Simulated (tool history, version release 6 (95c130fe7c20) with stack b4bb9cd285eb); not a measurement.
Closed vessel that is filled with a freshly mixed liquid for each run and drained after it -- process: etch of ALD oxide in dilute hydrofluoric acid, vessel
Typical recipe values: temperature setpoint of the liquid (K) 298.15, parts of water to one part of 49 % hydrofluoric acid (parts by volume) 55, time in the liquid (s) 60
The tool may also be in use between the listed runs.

| run | hour | temperature setpoint of the liquid (K) | parts of water to one part of 49 % hydrofluoric acid (parts by volume) | time in the liquid (s) | read-back film thickness of the ALD oxide reference wafer, read on the same gauge (nm) | thickness taken off the ALD oxide on a monitor wafer (Å) |
|---|---|---|---|---|---|---|
| 1 | 0 | 298.15 | 55 | 60 | 130.02 | 132.2 |
| 2 | 34.9 | 298.15 | 55 | 80 | 129.99 | 177.5 |
| 3 | 67 | 298.15 | 55 | 80 | 130 | 177.6 |
| 4 | 89.1 | 300.65 | 45 | 60 | 129.99 | 181.5 |
| 5 | 110.4 | 298.15 | 55 | 70 | 129.96 | 157.1 |
| 6 | 126.9 | 298.15 | 55 | 70 | 130.02 | 156.1 |
|  | 134.6 | gauge calibrated |
| 7 | 155.6 | 298.15 | 55 | 70 | 129.99 | 156.9 |
| 8 | 256.9 | 298.15 | 55 | 45 | 130.01 | 101.5 |
| 9 | 289.7 | 298.15 | 55 | 45 | 129.99 | 101.8 |
| 10 | 324.6 | 298.15 | 55 | 45 | 130.01 | 101.7 |
| 11 | 338.5 | 298.15 | 55 | 60 | 130.02 | 136 |
| 12 | 364.7 | 300.65 | 55 | 60 | 129.98 | 150.7 |
| 13 | 381.8 | 302.15 | 75 | 40 | 129.99 | 76.4 |
|  | 384.8 | hydrofluoric acid flow meter replaced |
| 14 | 406 | 298.15 | 55 | 60 | 130 | 131.3 |
| 15 | 420.6 | 298.15 | 75 | 60 | 130.03 | 94.8 |
|  | 451.2 | thermometer replaced |
| 16 | 452.5 | 300.15 | 55 | 60 | 129.99 | 130.4 |
|  | 459.9 | gauge calibrated |
| 17 | 470.9 | 293.65 | 70 | 75 | 130.02 | 95.3 |
| 18 | 500.8 | 298.15 | 55 | 60 | 130 | 119.8 |
| 19 | 529.3 | 298.15 | 55 | 60 | 130.04 | 120.1 |
| 20 | 546.4 | 298.15 | 35 | 60 | 129.99 | 195.5 |
| 21 | 570.2 | 294.15 | 75 | 80 | 129.97 | 97.1 |
| 22 | 591.5 | 298.15 | 65 | 60 | 130.01 | 100.7 |
| 23 | 604.9 | 298.15 | 70 | 85 | 130.02 | 132.3 |
| 24 | 628.3 | 298.15 | 55 | 75 | 130 | 150.8 |

5 options for the next run, each taken on its own from the tool as it stands now. Forecast them:
| A | 629 | 298.15 | 55 | 60 | ? | ? |
| B | 629 | 298.15 | 55 | 35 | ? | ? |
| C | 629 | 299.65 | 70 | 50 | ? | ? |
| D | 629 | 298.15 | 55 | 90 | ? | ? |
| E | 629 | 296.65 | 65 | 70 | ? | ? |

| run | read-back film thickness of the ALD oxide reference wafer, read on the same gauge (nm) | thickness taken off the ALD oxide on a monitor wafer (Å) |
|---|---|---|
| A | 129.98 | 120.9 |
| B | 129.98 | 70.6 |
| C | 129.98 | 82.4 |
| D | 129.98 | 181.4 |
| E | 129.98 | 110.9 |
Without the tool's unlogged condition, the same runs would have read:
| run | thickness taken off the ALD oxide on a monitor wafer (Å) |
|---|---|
| A | 117.3 |
| B | 68.4 |
| C | 79.9 |
| D | 175.9 |
| E | 107.5 |
